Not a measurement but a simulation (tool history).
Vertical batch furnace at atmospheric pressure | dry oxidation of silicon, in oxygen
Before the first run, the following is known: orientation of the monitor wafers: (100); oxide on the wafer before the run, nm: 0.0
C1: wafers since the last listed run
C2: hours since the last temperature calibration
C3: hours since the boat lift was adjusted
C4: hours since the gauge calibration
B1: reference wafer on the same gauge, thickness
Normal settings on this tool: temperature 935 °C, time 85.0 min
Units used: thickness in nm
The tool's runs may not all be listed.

{"run": 1, "hour": 0.0, "temperature": 942, "time": 85.0, "C1": 0, "C2": 1837.1, "C3": 5546.2, "C4": 70.1, "B1": 26.91, "thickness": 34.87}
{"run": 2, "hour": 25.0, "temperature": 942, "time": 85.0, "C1": 252, "C2": 1862.1, "C3": 5571.2, "C4": 95.1, "B1": 26.92, "thickness": 34.73}
{"run": 3, "hour": 45.1, "temperature": 935, "time": 85.0, "C1": 203, "C2": 1882.2, "C3": 5591.3, "C4": 115.2, "B1": 26.92, "thickness": 32.35}
{"run": 4, "hour": 62.4, "temperature": 923, "time": 85.0, "C1": 175, "C2": 1899.5, "C3": 5608.6, "C4": 132.5, "B1": 26.91, "thickness": 28.63}
{"run": 5, "hour": 84.6, "temperature": 923, "time": 85.0, "C1": 224, "C2": 1921.7, "C3": 5630.8, "C4": 154.7, "B1": 26.91, "thickness": 28.58}
{"run": 6, "hour": 114.3, "temperature": 935, "time": 85.0, "C1": 300, "C2": 1951.4, "C3": 5660.5, "C4": 184.4, "B1": 26.91, "thickness": 32.24}
{"run": 7, "hour": 179.9, "temperature": 935, "time": 85.0, "C1": 663, "C2": 2017.0, "C3": 5726.1, "C4": 250.0, "B1": 26.94, "thickness": 32.5}
{"run": 8, "hour": 201.8, "temperature": 935, "time": 85.0, "C1": 221, "C2": 2038.9, "C3": 5748.0, "C4": 271.9, "B1": 26.92, "thickness": 32.46}
{"run": 9, "hour": 219.8, "temperature": 935, "time": 85.0, "C1": 182, "C2": 2056.9, "C3": 5766.0, "C4": 289.9, "B1": 26.9, "thickness": 32.51}
{"hour": 250.9, "done": "thermocouples replaced and temperature profile calibrated"}
{"run": 10, "hour": 251.4, "temperature": 935, "time": 85.0, "C1": 76, "C2": 0.5, "C3": 5797.6, "C4": 321.5, "B1": 26.93, "thickness": 30.95}
{"run": 11, "hour": 269.7, "temperature": 935, "time": 85.0, "C1": 185, "C2": 18.8, "C3": 5815.9, "C4": 339.8, "B1": 26.89, "thickness": 31.0}
{"run": 12, "hour": 304.8, "temperature": 913, "time": 56.0, "C1": 355, "C2": 53.9, "C3": 5851.0, "C4": 374.9, "B1": 26.9, "thickness": 18.96}
{"hour": 319.9, "done": "gauge calibrated"}
{"hour": 335.3, "done": "boat lift adjusted"}
{"run": 13, "hour": 335.8, "temperature": 920, "time": 121.0, "C1": 70, "C2": 84.9, "C3": 0.5, "C4": 15.9, "B1": 26.91, "thickness": 34.15}
{"run": 14, "hour": 355.7, "temperature": 958, "time": 85.0, "C1": 201, "C2": 104.8, "C3": 20.4, "C4": 35.8, "B1": 26.89, "thickness": 39.73}
{"run": 15, "hour": 385.9, "temperature": 947, "time": 52.5, "C1": 305, "C2": 135.0, "C3": 50.6, "C4": 66.0, "B1": 26.91, "thickness": 25.76}
{"run": 16, "hour": 408.4, "temperature": 935, "time": 85.0, "C1": 227, "C2": 157.5, "C3": 73.1, "C4": 88.5, "B1": 26.88, "thickness": 31.22}
{"run": 17, "hour": 435.3, "temperature": 947, "time": 65.0, "C1": 272, "C2": 184.4, "C3": 100.0, "C4": 115.4, "B1": 26.89, "thickness": 29.62}
{"run": 18, "hour": 451.8, "temperature": 949, "time": 125.5, "C1": 166, "C2": 200.9, "C3": 116.5, "C4": 131.9, "B1": 26.9, "thickness": 48.05}
{"run": 19, "hour": 485.0, "temperature": 916, "time": 104.5, "C1": 335, "C2": 234.1, "C3": 149.7, "C4": 165.1, "B1": 26.92, "thickness": 29.67}
{"run": 20, "hour": 511.4, "temperature": 935, "time": 85.0, "C1": 267, "C2": 260.5, "C3": 176.1, "C4": 191.5, "B1": 26.89, "thickness": 31.34}
{"run": 21, "hour": 553.9, "temperature": 923, "time": 85.0, "C1": 429, "C2": 303.0, "C3": 218.6, "C4": 234.0, "B1": 26.9, "thickness": 27.86}
{"run": 22, "hour": 587.1, "temperature": 945, "time": 119.0, "C1": 335, "C2": 336.2, "C3": 251.8, "C4": 267.2, "B1": 26.88, "thickness": 44.67}

4 options for the next run, each taken on its own from the tool as it stands now. Forecast them:
{"run": "A", "hour": 591.8, "temperature": 935, "time": 85.0, "C1": 47, "C2": 340.9, "C3": 256.5, "C4": 271.9, "B1": "?", "thickness": "?"}
{"run": "B", "hour": 591.8, "temperature": 935, "time": 73.5, "C1": 47, "C2": 340.9, "C3": 256.5, "C4": 271.9, "B1": "?", "thickness": "?"}
{"run": "C", "hour": 591.8, "temperature": 935, "time": 126.5, "C1": 47, "C2": 340.9, "C3": 256.5, "C4": 271.9, "B1": "?", "thickness": "?"}
{"run": "D", "hour": 591.8, "temperature": 910, "time": 116.0, "C1": 47, "C2": 340.9, "C3": 256.5, "C4": 271.9, "B1": "?", "thickness": "?"}

run=A B1=26.93 thickness=31.64
run=B B1=26.93 thickness=28.64
run=C B1=26.93 thickness=41.91
run=D B1=26.93 thickness=30.37
Stripped of hidden state, with their random variation kept, the same runs would have yielded:
run=A thickness=30.76
run=B thickness=27.85
run=C thickness=40.73
run=D thickness=29.53
